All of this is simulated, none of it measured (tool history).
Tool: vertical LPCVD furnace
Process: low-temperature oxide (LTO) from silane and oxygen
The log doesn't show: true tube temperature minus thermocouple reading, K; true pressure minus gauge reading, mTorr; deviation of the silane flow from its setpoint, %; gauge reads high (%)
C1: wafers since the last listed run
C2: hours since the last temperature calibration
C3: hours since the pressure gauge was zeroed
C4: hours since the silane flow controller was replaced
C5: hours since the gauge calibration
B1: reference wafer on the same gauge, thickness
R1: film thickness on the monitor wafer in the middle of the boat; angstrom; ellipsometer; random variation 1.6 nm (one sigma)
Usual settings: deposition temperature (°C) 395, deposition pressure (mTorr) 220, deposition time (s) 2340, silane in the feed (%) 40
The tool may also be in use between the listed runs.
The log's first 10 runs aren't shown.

{"hour": 878.8, "done": "silane flow controller replaced"}
{"run": 11, "hour": 879.3, "deposition temperature (°C)": 386, "deposition pressure (mTorr)": 220, "deposition time (s)": 2340, "silane in the feed (%)": 40, "C1": 1480, "C2": 4190.9, "C3": 4859.9, "C4": 0.5, "C5": 320.5, "B1": 230.35, "R1": 2568.6}
{"run": 12, "hour": 951.7, "deposition temperature (°C)": 395, "deposition pressure (mTorr)": 185, "deposition time (s)": 3030, "silane in the feed (%)": 40, "C1": 1377, "C2": 4263.3, "C3": 4932.3, "C4": 72.9, "C5": 392.9, "B1": 230.56, "R1": 3106.5}
{"run": 13, "hour": 1006.8, "deposition temperature (°C)": 395, "deposition pressure (mTorr)": 220, "deposition time (s)": 2340, "silane in the feed (%)": 40, "C1": 1048, "C2": 4318.4, "C3": 4987.4, "C4": 128.0, "C5": 448.0, "B1": 230.85, "R1": 2883.1}
{"run": 14, "hour": 1060.3, "deposition temperature (°C)": 395, "deposition pressure (mTorr)": 220, "deposition time (s)": 2340, "silane in the feed (%)": 40, "C1": 1017, "C2": 4371.9, "C3": 5040.9, "C4": 181.5, "C5": 501.5, "B1": 230.64, "R1": 2869.6}
{"hour": 1114.3, "done": "thermocouples replaced and temperature profile calibrated"}
{"hour": 1150.8, "done": "pressure gauge zeroed"}
{"run": 15, "hour": 1151.3, "deposition temperature (°C)": 395, "deposition pressure (mTorr)": 180, "deposition time (s)": 2340, "silane in the feed (%)": 43, "C1": 818, "C2": 37.0, "C3": 0.5, "C4": 272.5, "C5": 592.5, "B1": 231.19, "R1": 2549.1}
{"run": 16, "hour": 1206.7, "deposition temperature (°C)": 399, "deposition pressure (mTorr)": 220, "deposition time (s)": 2340, "silane in the feed (%)": 35, "C1": 1054, "C2": 92.4, "C3": 55.9, "C4": 327.9, "C5": 647.9, "B1": 231.23, "R1": 2505.7}
{"run": 17, "hour": 1256.4, "deposition temperature (°C)": 387, "deposition pressure (mTorr)": 190, "deposition time (s)": 1500, "silane in the feed (%)": 40, "C1": 945, "C2": 142.1, "C3": 105.6, "C4": 377.6, "C5": 697.6, "B1": 231.42, "R1": 1435.2}
{"run": 18, "hour": 1363.9, "deposition temperature (°C)": 401, "deposition pressure (mTorr)": 220, "deposition time (s)": 2880, "silane in the feed (%)": 40, "C1": 2045, "C2": 249.6, "C3": 213.1, "C4": 485.1, "C5": 805.1, "B1": 231.51, "R1": 3807.8}
{"run": 19, "hour": 1465.2, "deposition temperature (°C)": 395, "deposition pressure (mTorr)": 265, "deposition time (s)": 2340, "silane in the feed (%)": 40, "C1": 1927, "C2": 350.9, "C3": 314.4, "C4": 586.4, "C5": 906.4, "B1": 231.79, "R1": 3460.4}
{"run": 20, "hour": 1507.5, "deposition temperature (°C)": 395, "deposition pressure (mTorr)": 220, "deposition time (s)": 2340, "silane in the feed (%)": 40, "C1": 804, "C2": 393.2, "C3": 356.7, "C4": 628.7, "C5": 948.7, "B1": 231.75, "R1": 2916.0}
{"run": 21, "hour": 1569.4, "deposition temperature (°C)": 395, "deposition pressure (mTorr)": 235, "deposition time (s)": 2340, "silane in the feed (%)": 40, "C1": 1177, "C2": 455.1, "C3": 418.6, "C4": 690.6, "C5": 1010.6, "B1": 232.19, "R1": 3091.2}
{"run": 22, "hour": 1649.9, "deposition temperature (°C)": 395, "deposition pressure (mTorr)": 190, "deposition time (s)": 2340, "silane in the feed (%)": 33, "C1": 1531, "C2": 535.6, "C3": 499.1, "C4": 771.1, "C5": 1091.1, "B1": 232.54, "R1": 1931.5}
{"run": 23, "hour": 1751.0, "deposition temperature (°C)": 385, "deposition pressure (mTorr)": 220, "deposition time (s)": 2340, "silane in the feed (%)": 40, "C1": 1923, "C2": 636.7, "C3": 600.2, "C4": 872.2, "C5": 1192.2, "B1": 232.87, "R1": 2584.1}
{"run": 24, "hour": 1817.4, "deposition temperature (°C)": 395, "deposition pressure (mTorr)": 220, "deposition time (s)": 2340, "silane in the feed (%)": 40, "C1": 1263, "C2": 703.1, "C3": 666.6, "C4": 938.6, "C5": 1258.6, "B1": 232.6, "R1": 2880.4}
{"run": 25, "hour": 1881.1, "deposition temperature (°C)": 386, "deposition pressure (mTorr)": 260, "deposition time (s)": 2070, "silane in the feed (%)": 32, "C1": 1211, "C2": 766.8, "C3": 730.3, "C4": 1002.3, "C5": 1322.3, "B1": 233.02, "R1": 2015.5}
{"run": 26, "hour": 1982.3, "deposition temperature (°C)": 395, "deposition pressure (mTorr)": 220, "deposition time (s)": 2340, "silane in the feed (%)": 40, "C1": 1925, "C2": 868.0, "C3": 831.5, "C4": 1103.5, "C5": 1423.5, "B1": 233.32, "R1": 2903.7}
{"run": 27, "hour": 2042.3, "deposition temperature (°C)": 384, "deposition pressure (mTorr)": 270, "deposition time (s)": 3090, "silane in the feed (%)": 35, "C1": 1141, "C2": 928.0, "C3": 891.5, "C4": 1163.5, "C5": 1483.5, "B1": 233.48, "R1": 3444.7}
{"run": 28, "hour": 2143.8, "deposition temperature (°C)": 395, "deposition pressure (mTorr)": 220, "deposition time (s)": 2340, "silane in the feed (%)": 40, "C1": 1931, "C2": 1029.5, "C3": 993.0, "C4": 1265.0, "C5": 1585.0, "B1": 234.04, "R1": 2901.4}
{"run": 29, "hour": 2195.5, "deposition temperature (°C)": 387, "deposition pressure (mTorr)": 180, "deposition time (s)": 1530, "silane in the feed (%)": 40, "C1": 983, "C2": 1081.2, "C3": 1044.7, "C4": 1316.7, "C5": 1636.7, "B1": 234.16, "R1": 1409.8}
{"run": 30, "hour": 2282.0, "deposition temperature (°C)": 395, "deposition pressure (mTorr)": 220, "deposition time (s)": 2340, "silane in the feed (%)": 40, "C1": 1645, "C2": 1167.7, "C3": 1131.2, "C4": 1403.2, "C5": 1723.2, "B1": 234.35, "R1": 2901.1}
{"run": 31, "hour": 2389.7, "deposition temperature (°C)": 395, "deposition pressure (mTorr)": 220, "deposition time (s)": 2340, "silane in the feed (%)": 40, "C1": 2049, "C2": 1275.4, "C3": 1238.9, "C4": 1510.9, "C5": 1830.9, "B1": 234.43, "R1": 2888.1}

Forecast each of these 4 alternatives for the next run:
{"run": "A", "hour": 2394.1, "deposition temperature (°C)": 405, "deposition pressure (mTorr)": 220, "deposition time (s)": 2340, "silane in the feed (%)": 40, "C1": 83, "C2": 1279.8, "C3": 1243.3, "C4": 1515.3, "C5": 1835.3, "B1": "?", "R1": "?"}
{"run": "B", "hour": 2394.1, "deposition temperature (°C)": 384, "deposition pressure (mTorr)": 260, "deposition time (s)": 1890, "silane in the feed (%)": 40, "C1": 83, "C2": 1279.8, "C3": 1243.3, "C4": 1515.3, "C5": 1835.3, "B1": "?", "R1": "?"}
{"run": "C", "hour": 2394.1, "deposition temperature (°C)": 395, "deposition pressure (mTorr)": 220, "deposition time (s)": 1770, "silane in the feed (%)": 40, "C1": 83, "C2": 1279.8, "C3": 1243.3, "C4": 1515.3, "C5": 1835.3, "B1": "?", "R1": "?"}
{"run": "D", "hour": 2394.1, "deposition temperature (°C)": 395, "deposition pressure (mTorr)": 220, "deposition time (s)": 1500, "silane in the feed (%)": 34, "C1": 83, "C2": 1279.8, "C3": 1243.3, "C4": 1515.3, "C5": 1835.3, "B1": "?", "R1": "?"}

run=A B1=234.71 R1=3224.8
run=B B1=234.71 R1=2429.2
run=C B1=234.71 R1=2184.5
run=D B1=234.71 R1=1499.4
Without the tool's hidden state the same runs would have given:
run=A R1=3149.8
run=B R1=2372.7
run=C R1=2133.8
run=D R1=1464.6
